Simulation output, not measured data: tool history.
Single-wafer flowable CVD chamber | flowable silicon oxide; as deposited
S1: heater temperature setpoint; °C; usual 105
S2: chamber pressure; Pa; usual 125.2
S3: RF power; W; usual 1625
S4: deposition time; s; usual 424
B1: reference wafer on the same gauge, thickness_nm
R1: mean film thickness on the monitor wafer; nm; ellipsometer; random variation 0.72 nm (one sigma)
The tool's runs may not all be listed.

run 1 hour=0.0 | S1=110 S2=125.2 S3=1625 S4=424 | B1=217.109 | R1=181.015
run 2 hour=6.1 | S1=110 S2=125.2 S3=1625 S4=424 | B1=216.855 | R1=181.109
run 3 hour=14.0 | S1=110 S2=125.2 S3=1625 S4=424 | B1=216.911 | R1=179.952
run 4 hour=28.6 | S1=105 S2=125.2 S3=1625 S4=424 | B1=216.849 | R1=215.804
run 5 hour=38.4 | S1=105 S2=125.2 S3=1625 S4=424 | B1=216.755 | R1=214.937
run 6 hour=44.4 | S1=105 S2=125.2 S3=1625 S4=424 | B1=217.205 | R1=215.587
run 7 hour=53.2 | S1=105 S2=125.2 S3=1625 S4=424 | B1=217.170 | R1=214.631
run 8 hour=65.4 | S1=105 S2=125.2 S3=1625 S4=424 | B1=216.927 | R1=215.972
run 9 hour=74.8 | S1=100 S2=109.2 S3=1625 S4=424 | B1=216.977 | R1=225.406
run 10 hour=85.6 | S1=100 S2=109.2 S3=1625 S4=424 | B1=217.088 | R1=223.240
run 11 hour=100.3 | S1=105 S2=125.2 S3=1870 S4=424 | B1=217.053 | R1=221.820
run 12 hour=112.2 | S1=105 S2=125.2 S3=1625 S4=424 | B1=216.959 | R1=215.791
run 13 hour=121.0 | S1=105 S2=125.2 S3=1505 S4=424 | B1=216.891 | R1=209.879
run 14 hour=138.6 | S1=105 S2=125.2 S3=1365 S4=496 | B1=216.994 | R1=237.839
-- hour=145.1 gauge calibrated
run 15 hour=154.6 | S1=105 S2=125.2 S3=1625 S4=424 | B1=217.246 | R1=213.626
run 16 hour=166.1 | S1=105 S2=125.2 S3=1335 S4=424 | B1=216.896 | R1=199.756
run 17 hour=175.4 | S1=105 S2=116.4 S3=1790 S4=424 | B1=217.175 | R1=201.761
run 18 hour=182.5 | S1=105 S2=125.2 S3=1625 S4=424 | B1=216.889 | R1=212.860
-- hour=202.6 capacitance manometer re-zeroed and calibrated
run 19 hour=203.1 | S1=105 S2=125.2 S3=1625 S4=424 | B1=217.049 | R1=229.239
run 20 hour=212.9 | S1=105 S2=125.2 S3=1385 S4=424 | B1=216.842 | R1=220.435
run 21 hour=231.7 | S1=100 S2=125.2 S3=1625 S4=424 | B1=216.887 | R1=276.908
-- hour=264.2 thermocouple changed; heater temperature recalibrated
run 22 hour=264.7 | S1=105 S2=125.2 S3=1505 S4=347 | B1=217.075 | R1=184.367
-- hour=277.3 RF generator calibrated
-- hour=278.4 showerhead replaced
run 23 hour=278.9 | S1=95 S2=136.4 S3=1625 S4=465 | B1=217.171 | R1=397.847
run 24 hour=289.2 | S1=105 S2=125.2 S3=1625 S4=424 | B1=217.250 | R1=229.862
run 25 hour=297.6 | S1=92 S2=148.9 S3=1840 S4=348 | B1=216.985 | R1=370.494
run 26 hour=312.3 | S1=99 S2=138.1 S3=1625 S4=424 | B1=216.927 | R1=318.141
run 27 hour=323.7 | S1=97 S2=125.2 S3=1625 S4=424 | B1=217.237 | R1=308.912
run 28 hour=335.4 | S1=105 S2=125.2 S3=1625 S4=424 | B1=216.943 | R1=229.958
run 29 hour=361.4 | S1=105 S2=125.2 S3=1625 S4=498 | B1=216.928 | R1=268.362

What the log doesn't show, run by run:
wafer temperature above the value expected at the setpoint (K): 0 in every run
delivered RF power above the setpoint (%): 0 in every run
gauge reads high (%): 0 in every run
H1: true pressure above the setpoint (%)
run=1 H1=-6.72
run=2 H1=-6.76
run=3 H1=-6.81
run=4 H1=-6.91
run=5 H1=-6.98
run=6 H1=-7.02
run=7 H1=-7.08
run=8 H1=-7.16
run=9 H1=-7.23
run=10 H1=-7.3
run=11 H1=-7.41
run=12 H1=-7.49
run=13 H1=-7.55
run=14 H1=-7.68
run=15 H1=-7.79
run=16 H1=-7.88
run=17 H1=-7.95
run=18 H1=-8
run=19 H1=-0.669
run=20 H1=-0.669
run=21 H1=-0.671
run=22 H1=-0.677
run=23 H1=-0.681
run=24 H1=-0.684
run=25 H1=-0.687
run=26 H1=-0.693
run=27 H1=-0.698
run=28 H1=-0.704
run=29 H1=-0.72
